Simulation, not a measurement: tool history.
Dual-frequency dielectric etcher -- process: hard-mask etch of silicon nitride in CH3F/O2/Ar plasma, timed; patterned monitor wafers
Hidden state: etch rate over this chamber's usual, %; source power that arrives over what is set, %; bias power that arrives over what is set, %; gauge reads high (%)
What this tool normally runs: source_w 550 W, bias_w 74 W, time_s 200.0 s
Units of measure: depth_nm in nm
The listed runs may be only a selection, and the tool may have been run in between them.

run,day,source_w,bias_w,time_s,wafers since the last listed run,hours since the last wet clean,hours since the last source power generator calibration,hours since the last bias power generator calibration,hours since the last upper electrode change,hours since the gauge calibration,"read-back reference wafer on the same gauge, depth_nm",depth_nm
1,0.000,550,74,167.0,0,774.8,109.7,203.1,3762.1,2494.5,124.9,124.6
# day 1.138: wet clean of the chamber
2,3.350,550,74,200.0,273,53.1,190.1,283.5,3842.5,2574.9,125.0,149.1
3,7.258,550,74,200.0,454,146.9,283.9,377.3,3936.3,2668.7,125.0,149.2
4,9.150,550,74,200.0,220,192.3,329.3,422.7,3981.7,2714.1,125.0,148.4
5,12.746,550,74,200.0,418,278.6,415.6,509.0,4068.0,2800.4,125.0,149.2
6,15.062,510,74,158.0,269,334.2,471.2,564.6,4123.6,2856.0,125.0,114.5
7,17.212,550,74,200.0,250,385.8,522.8,616.2,4175.2,2907.6,125.0,149.5
8,18.729,470,67,249.5,176,422.2,559.2,652.6,4211.6,2944.0,125.0,169.0
# day 26.050: gauge calibrated
# day 27.758: wet clean of the chamber
9,31.871,550,91,153.0,1413,98.7,874.6,968.0,4527.0,139.7,125.0,123.4
10,34.988,460,92,200.0,362,173.5,949.4,1042.8,4601.8,214.5,125.0,151.2
11,39.296,550,74,200.0,501,276.9,1052.8,1146.2,4705.2,317.9,125.0,148.5
12,42.950,680,79,200.0,425,364.6,1140.5,1233.9,4792.9,405.6,125.0,166.1
13,47.246,500,74,200.0,500,467.7,1243.6,1337.0,4896.0,508.7,125.0,143.2
14,51.279,460,92,200.0,469,564.5,1340.4,1433.8,4992.8,605.5,125.1,150.8
15,54.108,420,86,163.5,329,632.4,1408.3,1501.7,5060.7,673.4,125.0,116.4
# day 56.521: upper electrode replaced
16,57.292,500,74,162.0,254,708.8,1484.7,1578.1,18.5,749.8,125.0,116.3
# day 59.712: wet clean of the chamber
17,60.612,680,79,200.0,270,21.6,1564.4,1657.8,98.2,829.5,125.1,166.5
18,62.167,500,56,200.0,180,58.9,1601.7,1695.1,135.5,866.8,125.0,130.2
19,64.150,550,74,242.5,230,106.5,1649.3,1742.7,183.1,914.4,124.9,180.9
20,67.688,550,59,200.0,411,191.4,1734.2,1827.6,268.0,999.3,125.0,137.1
21,72.142,470,90,255.0,518,298.3,1841.1,1934.5,374.9,1106.2,125.0,192.9
22,74.896,550,74,200.0,320,364.4,1907.2,2000.6,441.0,1172.3,125.1,149.4
23,77.683,420,67,241.5,324,431.3,1974.1,2067.5,507.9,1239.2,125.0,155.9
24,80.912,550,74,162.5,375,508.8,2051.6,2145.0,585.4,1316.7,125.0,121.5
25,84.292,550,74,200.0,393,589.9,2132.7,2226.1,666.5,1397.8,125.0,149.3
# day 85.483: wet clean of the chamber
26,87.288,550,84,200.0,232,43.3,2204.6,2298.0,738.4,1469.7,125.0,156.3
27,90.142,660,85,254.0,332,111.8,2273.1,2366.5,806.9,1538.2,125.0,215.2
28,92.050,550,74,200.0,222,157.6,2318.9,2412.3,852.7,1584.0,125.0,148.8
29,94.833,500,60,180.0,324,224.4,2385.7,2479.1,919.5,1650.8,125.0,119.3

Each row is a separate what-if for the run after 29, all from the same tool condition, not one after another. Results?
A,94.854,550,74,200.0,2,224.9,2386.2,2479.6,920.0,1651.3,?,?
B,94.854,480,66,238.5,2,224.9,2386.2,2479.6,920.0,1651.3,?,?
C,94.854,680,74,200.0,2,224.9,2386.2,2479.6,920.0,1651.3,?,?
D,94.854,620,61,236.5,2,224.9,2386.2,2479.6,920.0,1651.3,?,?
E,94.854,550,67,171.0,2,224.9,2386.2,2479.6,920.0,1651.3,?,?

run,"read-back reference wafer on the same gauge, depth_nm",depth_nm
A,125.0,149.0
B,125.0,161.3
C,125.0,162.0
D,125.0,172.3
E,125.0,122.8
What these runs would have given with no unlogged condition in the tool:
run,depth_nm
A,149.0
B,161.3
C,162.0
D,172.3
E,122.8
